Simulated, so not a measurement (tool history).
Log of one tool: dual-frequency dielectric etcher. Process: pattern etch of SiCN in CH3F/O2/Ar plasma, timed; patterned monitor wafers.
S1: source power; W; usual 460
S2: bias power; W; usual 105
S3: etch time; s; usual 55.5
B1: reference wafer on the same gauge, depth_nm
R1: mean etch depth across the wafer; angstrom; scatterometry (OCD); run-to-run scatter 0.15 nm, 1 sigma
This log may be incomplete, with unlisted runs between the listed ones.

run 1 hour=0 | S1=460 S2=105 S3=55.5 | B1=26.67 | R1=246
run 2 hour=12.4 | S1=460 S2=105 S3=55.5 | B1=26.7 | R1=246.5
run 3 hour=36.5 | S1=460 S2=105 S3=55.5 | B1=26.69 | R1=246
run 4 hour=71.4 | S1=460 S2=105 S3=55.5 | B1=26.72 | R1=245.3
-- hour=101.4 wet clean of the chamber
run 5 hour=101.9 | S1=410 S2=105 S3=67.5 | B1=26.71 | R1=286.1
-- hour=144.2 upper electrode replaced
run 6 hour=144.7 | S1=410 S2=105 S3=67.5 | B1=26.69 | R1=288.1
run 7 hour=145 | S1=410 S2=105 S3=67.5 | B1=26.68 | R1=288.1
-- hour=159 source power generator calibrated
-- hour=160.1 gauge calibrated
run 8 hour=164.4 | S1=540 S2=105 S3=55.5 | B1=26.68 | R1=259.8
run 9 hour=197.6 | S1=460 S2=105 S3=55.5 | B1=26.71 | R1=244.3
-- hour=215.8 bias power generator calibrated
run 10 hour=216.3 | S1=460 S2=127 S3=69 | B1=26.73 | R1=336.9
run 11 hour=229.5 | S1=370 S2=97 S3=71 | B1=26.71 | R1=281
run 12 hour=251.5 | S1=570 S2=83 S3=67.5 | B1=26.71 | R1=280.6
run 13 hour=275 | S1=530 S2=126 S3=61.5 | B1=26.71 | R1=316.8
run 14 hour=288.9 | S1=460 S2=105 S3=68 | B1=26.71 | R1=301.1

The tool's hidden state at each run:
etch rate over this chamber's usual, %: 0, the same for each run
source power that arrives over what is set, %: 0, the same for each run
bias power that arrives over what is set, %: 0, the same for each run
gauge reads high (%): 0, the same for each run

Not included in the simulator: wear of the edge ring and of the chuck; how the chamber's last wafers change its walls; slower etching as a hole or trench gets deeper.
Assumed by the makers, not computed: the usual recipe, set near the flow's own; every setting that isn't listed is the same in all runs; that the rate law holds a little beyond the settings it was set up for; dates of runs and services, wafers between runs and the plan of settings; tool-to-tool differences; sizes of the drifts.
